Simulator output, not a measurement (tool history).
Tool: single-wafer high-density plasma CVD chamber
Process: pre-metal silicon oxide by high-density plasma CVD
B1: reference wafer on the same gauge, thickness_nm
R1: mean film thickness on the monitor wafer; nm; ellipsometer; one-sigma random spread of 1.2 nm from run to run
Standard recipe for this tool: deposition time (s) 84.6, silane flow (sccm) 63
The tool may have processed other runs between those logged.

run 1 hour=0.0 | deposition_time_(s)=84.6 silane_flow_(sccm)=68 | B1=686.010 | R1=663.858
run 2 hour=30.0 | deposition_time_(s)=84.6 silane_flow_(sccm)=68 | B1=685.851 | R1=666.213
run 3 hour=50.0 | deposition_time_(s)=84.6 silane_flow_(sccm)=63 | B1=686.100 | R1=627.033
run 4 hour=84.6 | deposition_time_(s)=84.6 silane_flow_(sccm)=63 | B1=686.064 | R1=628.873
run 5 hour=98.1 | deposition_time_(s)=84.6 silane_flow_(sccm)=63 | B1=686.253 | R1=628.873
run 6 hour=110.9 | deposition_time_(s)=84.6 silane_flow_(sccm)=63 | B1=685.753 | R1=626.184
run 7 hour=127.1 | deposition_time_(s)=84.6 silane_flow_(sccm)=63 | B1=685.740 | R1=625.661
run 8 hour=140.6 | deposition_time_(s)=84.6 silane_flow_(sccm)=63 | B1=685.918 | R1=624.882
run 9 hour=165.1 | deposition_time_(s)=84.6 silane_flow_(sccm)=63 | B1=685.879 | R1=626.873
run 10 hour=177.7 | deposition_time_(s)=84.6 silane_flow_(sccm)=63 | B1=686.068 | R1=628.882
run 11 hour=210.9 | deposition_time_(s)=84.6 silane_flow_(sccm)=60 | B1=686.074 | R1=606.750
run 12 hour=237.3 | deposition_time_(s)=84.6 silane_flow_(sccm)=69 | B1=686.171 | R1=675.681
run 13 hour=265.4 | deposition_time_(s)=84.6 silane_flow_(sccm)=69 | B1=686.058 | R1=677.854
run 14 hour=306.1 | deposition_time_(s)=84.6 silane_flow_(sccm)=63 | B1=685.853 | R1=597.043
run 15 hour=329.1 | deposition_time_(s)=84.6 silane_flow_(sccm)=63 | B1=686.111 | R1=597.417
run 16 hour=341.7 | deposition_time_(s)=84.6 silane_flow_(sccm)=63 | B1=686.001 | R1=597.308
run 17 hour=375.5 | deposition_time_(s)=84.6 silane_flow_(sccm)=63 | B1=685.716 | R1=599.264
run 18 hour=407.2 | deposition_time_(s)=84.6 silane_flow_(sccm)=63 | B1=685.926 | R1=595.336
run 19 hour=434.3 | deposition_time_(s)=84.6 silane_flow_(sccm)=63 | B1=685.717 | R1=599.109
run 20 hour=466.9 | deposition_time_(s)=84.6 silane_flow_(sccm)=63 | B1=685.695 | R1=598.530
run 21 hour=500.1 | deposition_time_(s)=84.6 silane_flow_(sccm)=63 | B1=685.726 | R1=598.825
run 22 hour=531.7 | deposition_time_(s)=84.6 silane_flow_(sccm)=63 | B1=685.932 | R1=597.129
run 23 hour=547.3 | deposition_time_(s)=84.6 silane_flow_(sccm)=63 | B1=685.919 | R1=598.705
run 24 hour=562.8 | deposition_time_(s)=84.6 silane_flow_(sccm)=53 | B1=685.853 | R1=524.297
run 25 hour=586.2 | deposition_time_(s)=74.4 silane_flow_(sccm)=68 | B1=686.087 | R1=559.476
run 26 hour=605.1 | deposition_time_(s)=79.4 silane_flow_(sccm)=69 | B1=685.651 | R1=603.168
run 27 hour=623.5 | deposition_time_(s)=98.1 silane_flow_(sccm)=63 | B1=685.793 | R1=692.226
run 28 hour=650.6 | deposition_time_(s)=84.6 silane_flow_(sccm)=63 | B1=686.219 | R1=599.514
run 29 hour=665.7 | deposition_time_(s)=84.6 silane_flow_(sccm)=63 | B1=686.070 | R1=600.069
run 30 hour=694.3 | deposition_time_(s)=84.6 silane_flow_(sccm)=63 | B1=686.001 | R1=600.070
run 31 hour=725.5 | deposition_time_(s)=100.1 silane_flow_(sccm)=56 | B1=686.270 | R1=645.080
run 32 hour=741.2 | deposition_time_(s)=77.9 silane_flow_(sccm)=68 | B1=686.084 | R1=584.655
run 33 hour=767.3 | deposition_time_(s)=70.6 silane_flow_(sccm)=63 | B1=685.968 | R1=498.973
run 34 hour=780.1 | deposition_time_(s)=75.8 silane_flow_(sccm)=71 | B1=685.759 | R1=589.446
run 35 hour=794.9 | deposition_time_(s)=68.2 silane_flow_(sccm)=58 | B1=686.146 | R1=451.162
run 36 hour=822.4 | deposition_time_(s)=84.6 silane_flow_(sccm)=55 | B1=686.155 | R1=537.321
run 37 hour=841.0 | deposition_time_(s)=80.3 silane_flow_(sccm)=67 | B1=686.024 | R1=595.540
run 38 hour=874.2 | deposition_time_(s)=78.7 silane_flow_(sccm)=51 | B1=685.813 | R1=473.353
run 39 hour=889.6 | deposition_time_(s)=68.7 silane_flow_(sccm)=60 | B1=686.082 | R1=467.493
run 40 hour=912.4 | deposition_time_(s)=74.5 silane_flow_(sccm)=63 | B1=686.000 | R1=527.656
run 41 hour=945.6 | deposition_time_(s)=79.7 silane_flow_(sccm)=56 | B1=686.144 | R1=513.468
run 42 hour=972.4 | deposition_time_(s)=84.6 silane_flow_(sccm)=63 | B1=685.937 | R1=596.524
run 43 hour=991.0 | deposition_time_(s)=100.1 silane_flow_(sccm)=71 | B1=685.989 | R1=776.685
run 44 hour=1005.2 | deposition_time_(s)=96.7 silane_flow_(sccm)=63 | B1=685.751 | R1=682.500

Not shown here: 2 entries made in the log between runs. Locate each between two listed runs and compare the hidden state at the listed run before it with the hidden state at the listed run after it:
From run 13 to run 14: silane flow controller replaced (hour 305.6)
  delivered silane flow above the setpoint (%): 6.88 -> 0.246
  measured less the result without the state, R1: +35.093 -> +1.164 nm
From run 17 to run 18: gauge calibrated (hour 386.8)
  delivered silane flow above the setpoint (%): 0.248 -> 0.249
  measured less the result without the state, R1: +1.175 -> +1.173 nm
